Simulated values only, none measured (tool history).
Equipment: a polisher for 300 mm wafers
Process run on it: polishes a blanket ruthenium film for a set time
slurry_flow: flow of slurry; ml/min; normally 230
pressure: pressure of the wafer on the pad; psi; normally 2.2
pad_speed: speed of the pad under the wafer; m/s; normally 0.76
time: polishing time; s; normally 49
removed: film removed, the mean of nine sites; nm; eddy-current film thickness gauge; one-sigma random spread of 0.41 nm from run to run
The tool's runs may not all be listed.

run,hour,slurry_flow,pressure,pad_speed,time,"incoming thickness of the incoming film, nm",removed
1,0,230,2.2,0.76,49,585.4,41.4
2,67.2,230,2.2,0.76,49,584.7,40.7
3,134.4,230,2.2,0.76,49,590.1,40.3
4,217.4,230,2.2,0.76,49,588.6,39.7
5,270.2,230,2.2,0.76,49,578.2,40.1
# hour 303.9: head pressure recalibrated
6,315.1,230,2.2,0.76,49,580.6,38.9
7,363.5,230,2.2,0.76,60,575.7,47.8
8,448.1,230,2.2,0.76,60,586,48
9,509.2,230,2.2,0.76,49,573.7,39.1
# hour 515.5: slurry nozzle cleaned
10,579.6,230,2.2,0.76,49,587.8,41.8
# hour 589.6: worn pad replaced by a new one
11,649.2,245,2.2,0.76,49,586.2,41.2
12,715.2,230,2.2,0.76,49,571.3,39.8
13,801.2,255,1.9,0.66,64,575.4,39.7
14,877,230,2.2,0.76,49,576.6,39.1
# hour 907.8: head pressure recalibrated
15,925.7,230,2.2,0.98,49,581.6,51.6
16,990.1,160,2.2,0.76,65,582.2,49
17,1097.6,230,2.2,0.76,49,580.1,39.2
# hour 1185.6: slurry nozzle cleaned
18,1186.2,255,1.9,0.94,64,569.6,59.3
# hour 1223.3: worn pad replaced by a new one
19,1236.1,230,2.2,0.76,49,584.8,41.4
20,1276,230,2.2,0.96,62,584.6,65.5
21,1353,195,1.7,0.96,49,579.7,39.1
22,1427.6,230,2.2,0.88,44,585,41.8
23,1499.1,230,2.7,0.84,63,576.4,70.7
# hour 1567.8: head pressure recalibrated
24,1605.5,230,2.2,0.76,49,579,40.8
25,1643.5,230,2.2,0.76,49,582.6,40.1
26,1710,230,2.2,0.76,49,574.9,39.2
# hour 1775.6: slurry nozzle cleaned
27,1799.5,230,1.8,0.76,39,571.9,27.2
28,1840.6,230,2.2,0.76,63,580.9,54
# hour 1884: worn pad replaced by a new one
29,1926.1,230,2.2,0.96,62,576.9,64.8
30,1998.6,170,2.2,0.76,49,579.7,38.4
31,2048.6,230,2,0.66,34,569.9,21.9
32,2140.1,230,2.2,0.76,36,579.1,29
# hour 2182: head pressure recalibrated
33,2233.6,230,2.2,0.76,49,575.8,39.6
34,2299.7,160,2.2,0.76,65,581.7,48.9
# hour 2403.8: slurry nozzle cleaned
# hour 2582.5: worn pad replaced by a new one
35,2583,305,1.8,0.76,49,585.1,33.9
36,2626.7,230,2.7,0.76,38,576.4,37.8

Below, some changes in removed between adjacent runs. For each, the amount present without the hidden state too (settings, incoming material, random variation) and the amount remaining for the hidden state with gauge scatter not shared by both compared results:
Hidden state present: removal rate lost through wear of the pad, %; slurry flow missing at the pad, %; deviation of the head's pressure from its setpoint, %.
Run 9 -> 10: slurry nozzle cleaned. removed +2.7 nm: hidden state +2.4, all else +0.3.
Run 17 -> 18: slurry_flow 230 -> 255, pressure 2.2 -> 1.9, pad_speed 0.76 -> 0.94, time 49 -> 64, slurry nozzle cleaned. removed +20.1 nm: hidden state +2.5, all else +17.6.
Run 22 -> 23: pressure 2.2 -> 2.7, pad_speed 0.88 -> 0.84, time 44 -> 63. removed +28.9 nm: hidden state -1.8, all else +30.7.
Run 23 -> 24: pressure 2.7 -> 2.2, pad_speed 0.84 -> 0.76, time 63 -> 49, head pressure recalibrated. removed -29.9 nm: hidden state +1.1, all else -31.
Run 27 -> 28: pressure 1.8 -> 2.2, time 39 -> 63. removed +26.8 nm: hidden state -0.7, all else +27.5.
Run 34 -> 35: slurry_flow 160 -> 305, pressure 2.2 -> 1.8, time 65 -> 49, slurry nozzle cleaned, worn pad replaced by a new one. removed -15 nm: hidden state +3.1, all else -18.1.
